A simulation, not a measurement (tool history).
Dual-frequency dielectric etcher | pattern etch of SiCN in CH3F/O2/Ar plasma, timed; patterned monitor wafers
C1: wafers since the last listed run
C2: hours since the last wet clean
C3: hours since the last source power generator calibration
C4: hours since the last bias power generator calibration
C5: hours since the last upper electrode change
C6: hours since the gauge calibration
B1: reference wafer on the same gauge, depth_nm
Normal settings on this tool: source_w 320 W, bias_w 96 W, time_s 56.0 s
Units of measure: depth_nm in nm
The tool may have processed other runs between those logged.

{"run": 1, "hour": 0.0, "source_w": 320, "bias_w": 96, "time_s": 56.0, "C1": 0, "C2": 378.6, "C3": 4582.4, "C4": 4409.5, "C5": 2451.8, "C6": 160.8, "B1": 23.82, "depth_nm": 24.41}
{"run": 2, "hour": 35.2, "source_w": 320, "bias_w": 96, "time_s": 56.0, "C1": 495, "C2": 413.8, "C3": 4617.6, "C4": 4444.7, "C5": 2487.0, "C6": 196.0, "B1": 23.81, "depth_nm": 24.46}
{"run": 3, "hour": 69.8, "source_w": 320, "bias_w": 96, "time_s": 56.0, "C1": 487, "C2": 448.4, "C3": 4652.2, "C4": 4479.3, "C5": 2521.6, "C6": 230.6, "B1": 23.79, "depth_nm": 24.39}
{"run": 4, "hour": 88.3, "source_w": 320, "bias_w": 96, "time_s": 56.0, "C1": 260, "C2": 466.9, "C3": 4670.7, "C4": 4497.8, "C5": 2540.1, "C6": 249.1, "B1": 23.8, "depth_nm": 24.35}
{"run": 5, "hour": 104.5, "source_w": 320, "bias_w": 96, "time_s": 56.0, "C1": 228, "C2": 483.1, "C3": 4686.9, "C4": 4514.0, "C5": 2556.3, "C6": 265.3, "B1": 23.8, "depth_nm": 24.51}
{"run": 6, "hour": 119.7, "source_w": 320, "bias_w": 96, "time_s": 56.0, "C1": 214, "C2": 498.3, "C3": 4702.1, "C4": 4529.2, "C5": 2571.5, "C6": 280.5, "B1": 23.81, "depth_nm": 24.63}
{"run": 7, "hour": 140.1, "source_w": 320, "bias_w": 96, "time_s": 56.0, "C1": 287, "C2": 518.7, "C3": 4722.5, "C4": 4549.6, "C5": 2591.9, "C6": 300.9, "B1": 23.81, "depth_nm": 24.6}
{"run": 8, "hour": 152.9, "source_w": 320, "bias_w": 96, "time_s": 56.0, "C1": 180, "C2": 531.5, "C3": 4735.3, "C4": 4562.4, "C5": 2604.7, "C6": 313.7, "B1": 23.82, "depth_nm": 24.74}
{"run": 9, "hour": 186.7, "source_w": 320, "bias_w": 96, "time_s": 56.0, "C1": 475, "C2": 565.3, "C3": 4769.1, "C4": 4596.2, "C5": 2638.5, "C6": 347.5, "B1": 23.82, "depth_nm": 24.5}
{"run": 10, "hour": 216.7, "source_w": 320, "bias_w": 96, "time_s": 56.0, "C1": 422, "C2": 595.3, "C3": 4799.1, "C4": 4626.2, "C5": 2668.5, "C6": 377.5, "B1": 23.8, "depth_nm": 24.54}
{"hour": 254.7, "done": "wet clean of the chamber"}
{"run": 11, "hour": 255.2, "source_w": 320, "bias_w": 96, "time_s": 56.0, "C1": 204, "C2": 0.5, "C3": 4837.6, "C4": 4664.7, "C5": 2707.0, "C6": 416.0, "B1": 23.77, "depth_nm": 25.0}
{"run": 12, "hour": 263.6, "source_w": 320, "bias_w": 96, "time_s": 56.0, "C1": 118, "C2": 8.9, "C3": 4846.0, "C4": 4673.1, "C5": 2715.4, "C6": 424.4, "B1": 23.8, "depth_nm": 24.92}
{"hour": 272.3, "done": "bias power generator calibrated"}
{"run": 13, "hour": 277.0, "source_w": 280, "bias_w": 96, "time_s": 56.0, "C1": 132, "C2": 22.3, "C3": 4859.4, "C4": 4.7, "C5": 2728.8, "C6": 437.8, "B1": 23.81, "depth_nm": 23.97}
{"hour": 293.7, "done": "gauge calibrated"}
{"run": 14, "hour": 294.8, "source_w": 280, "bias_w": 96, "time_s": 56.0, "C1": 250, "C2": 40.1, "C3": 4877.2, "C4": 22.5, "C5": 2746.6, "C6": 1.1, "B1": 23.8, "depth_nm": 24.13}
{"run": 15, "hour": 355.7, "source_w": 280, "bias_w": 96, "time_s": 56.0, "C1": 857, "C2": 101.0, "C3": 4938.1, "C4": 83.4, "C5": 2807.5, "C6": 62.0, "B1": 23.82, "depth_nm": 24.11}
{"hour": 398.0, "done": "wet clean of the chamber, repeated, since the last time left the tool worse"}
{"hour": 415.2, "done": "upper electrode replaced"}
{"run": 16, "hour": 415.7, "source_w": 320, "bias_w": 96, "time_s": 56.0, "C1": 265, "C2": 17.7, "C3": 4998.1, "C4": 143.4, "C5": 0.5, "C6": 122.0, "B1": 23.81, "depth_nm": 23.99}
{"run": 17, "hour": 416.0, "source_w": 320, "bias_w": 96, "time_s": 56.0, "C1": 4, "C2": 18.0, "C3": 4998.4, "C4": 143.7, "C5": 0.8, "C6": 122.3, "B1": 23.8, "depth_nm": 24.04}
{"run": 18, "hour": 440.4, "source_w": 320, "bias_w": 96, "time_s": 56.0, "C1": 343, "C2": 42.4, "C3": 5022.8, "C4": 168.1, "C5": 25.2, "C6": 146.7, "B1": 23.81, "depth_nm": 24.09}
{"run": 19, "hour": 476.1, "source_w": 340, "bias_w": 110, "time_s": 56.0, "C1": 502, "C2": 78.1, "C3": 5058.5, "C4": 203.8, "C5": 60.9, "C6": 182.4, "B1": 23.81, "depth_nm": 25.71}
{"run": 20, "hour": 493.4, "source_w": 320, "bias_w": 96, "time_s": 56.0, "C1": 243, "C2": 95.4, "C3": 5075.8, "C4": 221.1, "C5": 78.2, "C6": 199.7, "B1": 23.8, "depth_nm": 24.16}
{"hour": 501.8, "done": "source power generator calibrated"}
{"run": 21, "hour": 523.4, "source_w": 290, "bias_w": 87, "time_s": 44.5, "C1": 366, "C2": 125.4, "C3": 21.6, "C4": 251.1, "C5": 108.2, "C6": 229.7, "B1": 23.81, "depth_nm": 18.29}
{"run": 22, "hour": 547.8, "source_w": 360, "bias_w": 96, "time_s": 56.0, "C1": 343, "C2": 149.8, "C3": 46.0, "C4": 275.5, "C5": 132.6, "C6": 254.1, "B1": 23.82, "depth_nm": 24.93}
{"run": 23, "hour": 561.1, "source_w": 320, "bias_w": 96, "time_s": 56.0, "C1": 187, "C2": 163.1, "C3": 59.3, "C4": 288.8, "C5": 145.9, "C6": 267.4, "B1": 23.81, "depth_nm": 24.26}
{"run": 24, "hour": 585.1, "source_w": 260, "bias_w": 73, "time_s": 50.0, "C1": 337, "C2": 187.1, "C3": 83.3, "C4": 312.8, "C5": 169.9, "C6": 291.4, "B1": 23.78, "depth_nm": 18.71}
{"run": 25, "hour": 604.3, "source_w": 390, "bias_w": 115, "time_s": 56.0, "C1": 270, "C2": 206.3, "C3": 102.5, "C4": 332.0, "C5": 189.1, "C6": 310.6, "B1": 23.78, "depth_nm": 27.13}
{"run": 26, "hour": 620.8, "source_w": 370, "bias_w": 96, "time_s": 42.5, "C1": 232, "C2": 222.8, "C3": 119.0, "C4": 348.5, "C5": 205.6, "C6": 327.1, "B1": 23.79, "depth_nm": 19.03}
{"run": 27, "hour": 648.7, "source_w": 320, "bias_w": 106, "time_s": 56.0, "C1": 392, "C2": 250.7, "C3": 146.9, "C4": 376.4, "C5": 233.5, "C6": 355.0, "B1": 23.79, "depth_nm": 25.18}
{"run": 28, "hour": 662.4, "source_w": 300, "bias_w": 111, "time_s": 48.0, "C1": 192, "C2": 264.4, "C3": 160.6, "C4": 390.1, "C5": 247.2, "C6": 368.7, "B1": 23.79, "depth_nm": 21.51}
{"hour": 672.9, "done": "gauge calibrated"}
{"run": 29, "hour": 683.7, "source_w": 320, "bias_w": 82, "time_s": 42.5, "C1": 299, "C2": 285.7, "C3": 181.9, "C4": 411.4, "C5": 268.5, "C6": 10.8, "B1": 23.8, "depth_nm": 17.56}
{"run": 30, "hour": 705.3, "source_w": 320, "bias_w": 119, "time_s": 63.5, "C1": 304, "C2": 307.3, "C3": 203.5, "C4": 433.0, "C5": 290.1, "C6": 32.4, "B1": 23.81, "depth_nm": 29.82}

3 options for the next run, each taken on its own from the tool as it stands now. Forecast them:
{"run": "A", "hour": 705.7, "source_w": 320, "bias_w": 96, "time_s": 56.0, "C1": 5, "C2": 307.7, "C3": 203.9, "C4": 433.4, "C5": 290.5, "C6": 32.8, "B1": "?", "depth_nm": "?"}
{"run": "B", "hour": 705.7, "source_w": 280, "bias_w": 116, "time_s": 47.0, "C1": 5, "C2": 307.7, "C3": 203.9, "C4": 433.4, "C5": 290.5, "C6": 32.8, "B1": "?", "depth_nm": "?"}
{"run": "C", "hour": 705.7, "source_w": 320, "bias_w": 90, "time_s": 56.0, "C1": 5, "C2": 307.7, "C3": 203.9, "C4": 433.4, "C5": 290.5, "C6": 32.8, "B1": "?", "depth_nm": "?"}

run=A B1=23.82 depth_nm=24.39
run=B B1=23.82 depth_nm=21.11
run=C B1=23.82 depth_nm=23.89
Without the tool's unlogged condition, the same runs would have read:
run=A depth_nm=24.16
run=B depth_nm=20.92
run=C depth_nm=23.67

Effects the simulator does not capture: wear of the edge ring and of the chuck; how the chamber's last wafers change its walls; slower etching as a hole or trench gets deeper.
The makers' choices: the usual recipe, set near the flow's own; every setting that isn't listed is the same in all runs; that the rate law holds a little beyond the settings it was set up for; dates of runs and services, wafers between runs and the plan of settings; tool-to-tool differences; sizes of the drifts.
